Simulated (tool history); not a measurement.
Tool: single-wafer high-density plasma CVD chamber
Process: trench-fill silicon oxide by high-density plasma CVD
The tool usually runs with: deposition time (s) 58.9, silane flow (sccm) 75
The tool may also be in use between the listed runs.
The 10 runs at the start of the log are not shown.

run	hour	deposition time (s)	silane flow (sccm)	wafers since the last listed run	hours since the silane flow controller was replaced	hours since the gauge calibration	read-back reference wafer on the same gauge, thickness_nm	mean film thickness on the monitor wafer (Å)
11	386.7	58.9	75	485	2326.6	701	469.19	4842.3
12	444.4	67.5	78	1037	2384.3	758.7	468.972	5804.62
13	469.2	67.5	78	445	2409.1	783.5	468.523	5777.19
14	496.3	58.9	87	487	2436.2	810.6	469.238	5616.4
15	565.1	58.9	87	1237	2505	879.4	468.826	5602.83
16	626.9	58.9	87	1111	2566.8	941.2	468.99	5577.02
17	653.5	58.9	67	478	2593.4	967.8	469.438	4388.77
18	722.8	58.9	75	1245	2662.7	1037.1	468.923	4854.14
# hour 774.9: gauge calibrated
19	777.8	58.9	75	988	2717.7	2.9	469.213	4855
20	807.4	53.4	69	532	2747.3	32.5	469.156	4074.01
# hour 816.2: silane flow controller replaced
21	871.3	53.9	82	1005	55.1	96.4	469.401	4681.93
22	901.4	49.2	85	541	85.2	126.5	469.221	4430.69

Run 23 comes next. What will it give?
23	927.3	67.8	69	465	111.1	152.4	?	?

{"run 23": {"read-back reference wafer on the same gauge, thickness_nm": 468.881, "mean film thickness on the monitor wafer (Å)": 4994.63}}
Without the tool's hidden state the same run would have given mean film thickness on the monitor wafer (Å) 4978.37.

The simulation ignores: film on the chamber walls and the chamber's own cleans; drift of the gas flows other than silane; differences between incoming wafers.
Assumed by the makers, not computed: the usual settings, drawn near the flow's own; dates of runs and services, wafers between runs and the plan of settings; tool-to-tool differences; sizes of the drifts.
